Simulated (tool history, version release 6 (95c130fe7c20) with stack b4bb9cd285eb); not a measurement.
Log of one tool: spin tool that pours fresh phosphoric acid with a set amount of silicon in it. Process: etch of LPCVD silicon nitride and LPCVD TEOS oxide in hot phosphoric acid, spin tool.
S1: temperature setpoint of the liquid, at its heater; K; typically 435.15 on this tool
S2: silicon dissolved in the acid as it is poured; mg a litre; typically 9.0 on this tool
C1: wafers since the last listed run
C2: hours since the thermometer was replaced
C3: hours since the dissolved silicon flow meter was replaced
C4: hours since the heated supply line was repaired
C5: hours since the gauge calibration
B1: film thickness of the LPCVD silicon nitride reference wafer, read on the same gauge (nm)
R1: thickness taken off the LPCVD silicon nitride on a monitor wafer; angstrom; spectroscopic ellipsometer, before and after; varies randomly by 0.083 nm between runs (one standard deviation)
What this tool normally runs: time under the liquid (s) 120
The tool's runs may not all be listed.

run 1 hour=0.0 | S1=437.65 S2=4.5 time_under_the_liquid_(s)=80 | C1=0 C2=2205.3 C3=189.5 C4=228.7 C5=1754.1 | B1=120.02 | R1=68.3
run 2 hour=49.0 | S1=435.15 S2=9.0 time_under_the_liquid_(s)=120 | C1=568 C2=2254.3 C3=238.5 C4=277.7 C5=1803.1 | B1=120.01 | R1=95.4
run 3 hour=93.3 | S1=433.65 S2=11.0 time_under_the_liquid_(s)=100 | C1=513 C2=2298.6 C3=282.8 C4=322.0 C5=1847.4 | B1=120.02 | R1=75.6
run 4 hour=156.9 | S1=437.65 S2=4.5 time_under_the_liquid_(s)=80 | C1=737 C2=2362.2 C3=346.4 C4=385.6 C5=1911.0 | B1=119.98 | R1=67.8
run 5 hour=190.7 | S1=435.15 S2=9.0 time_under_the_liquid_(s)=120 | C1=391 C2=2396.0 C3=380.2 C4=419.4 C5=1944.8 | B1=120.01 | R1=93.7
-- hour=196.9 gauge calibrated
-- hour=198.9 heated supply line repaired, repeated, since the last time left the tool worse
run 6 hour=240.4 | S1=435.15 S2=9.0 time_under_the_liquid_(s)=120 | C1=564 C2=2445.7 C3=429.9 C4=41.5 C5=43.5 | B1=120.02 | R1=110.9
run 7 hour=302.1 | S1=437.15 S2=9.0 time_under_the_liquid_(s)=120 | C1=715 C2=2507.4 C3=491.6 C4=103.2 C5=105.2 | B1=120.00 | R1=115.9
-- hour=350.0 thermometer replaced
run 8 hour=373.1 | S1=432.65 S2=4.5 time_under_the_liquid_(s)=155 | C1=811 C2=23.1 C3=562.6 C4=174.2 C5=176.2 | B1=120.00 | R1=131.4
run 9 hour=417.9 | S1=437.65 S2=9.0 time_under_the_liquid_(s)=120 | C1=519 C2=67.9 C3=607.4 C4=219.0 C5=221.0 | B1=120.00 | R1=118.8
run 10 hour=481.9 | S1=436.65 S2=9.0 time_under_the_liquid_(s)=145 | C1=742 C2=131.9 C3=671.4 C4=283.0 C5=285.0 | B1=120.04 | R1=136.8
run 11 hour=528.3 | S1=435.15 S2=13.5 time_under_the_liquid_(s)=120 | C1=537 C2=178.3 C3=717.8 C4=329.4 C5=331.4 | B1=119.96 | R1=107.8
-- hour=572.8 dissolved silicon flow meter replaced
run 12 hour=636.7 | S1=433.65 S2=5.0 time_under_the_liquid_(s)=140 | C1=1245 C2=286.7 C3=63.9 C4=437.8 C5=439.8 | B1=119.99 | R1=117.2
run 13 hour=678.2 | S1=434.15 S2=13.5 time_under_the_liquid_(s)=120 | C1=481 C2=328.2 C3=105.4 C4=479.3 C5=481.3 | B1=120.04 | R1=103.0
run 14 hour=741.5 | S1=435.15 S2=15.0 time_under_the_liquid_(s)=120 | C1=733 C2=391.5 C3=168.7 C4=542.6 C5=544.6 | B1=119.98 | R1=106.0
run 15 hour=772.6 | S1=435.15 S2=14.0 time_under_the_liquid_(s)=165 | C1=360 C2=422.6 C3=199.8 C4=573.7 C5=575.7 | B1=120.00 | R1=145.9
run 16 hour=831.1 | S1=435.15 S2=9.0 time_under_the_liquid_(s)=120 | C1=678 C2=481.1 C3=258.3 C4=632.2 C5=634.2 | B1=119.99 | R1=104.9
run 17 hour=867.7 | S1=435.15 S2=15.5 time_under_the_liquid_(s)=120 | C1=424 C2=517.7 C3=294.9 C4=668.8 C5=670.8 | B1=119.95 | R1=103.6
run 18 hour=893.5 | S1=435.15 S2=12.5 time_under_the_liquid_(s)=120 | C1=299 C2=543.5 C3=320.7 C4=694.6 C5=696.6 | B1=119.99 | R1=106.2
run 19 hour=919.2 | S1=435.15 S2=14.5 time_under_the_liquid_(s)=120 | C1=297 C2=569.2 C3=346.4 C4=720.3 C5=722.3 | B1=119.99 | R1=102.9
run 20 hour=962.0 | S1=436.65 S2=3.5 time_under_the_liquid_(s)=90 | C1=496 C2=612.0 C3=389.2 C4=763.1 C5=765.1 | B1=120.00 | R1=82.2
-- hour=1010.3 heated supply line repaired
run 21 hour=1018.9 | S1=435.15 S2=9.0 time_under_the_liquid_(s)=120 | C1=648 C2=668.9 C3=446.1 C4=8.6 C5=822.0 | B1=120.01 | R1=112.4
run 22 hour=1065.7 | S1=433.65 S2=5.0 time_under_the_liquid_(s)=165 | C1=542 C2=715.7 C3=492.9 C4=55.4 C5=868.8 | B1=119.98 | R1=146.1

Exercise: give the hidden state of the tool at every run:
liquid hotter than its thermometer reads (K): 0 in every run
dissolved silicon flow above the setpoint (%): 0 in every run
gauge reads high (%): 0 in every run
H1: temperature lost on the way to the wafer (K)
run=1 H1=4.7
run=2 H1=4.83
run=3 H1=4.94
run=4 H1=5.1
run=5 H1=5.19
run=6 H1=0.325
run=7 H1=0.483
run=8 H1=0.663
run=9 H1=0.777
run=10 H1=0.94
run=11 H1=1.06
run=12 H1=1.33
run=13 H1=1.44
run=14 H1=1.6
run=15 H1=1.68
run=16 H1=1.83
run=17 H1=1.92
run=18 H1=1.99
run=19 H1=2.05
run=20 H1=2.16
run=21 H1=0.225
run=22 H1=0.344
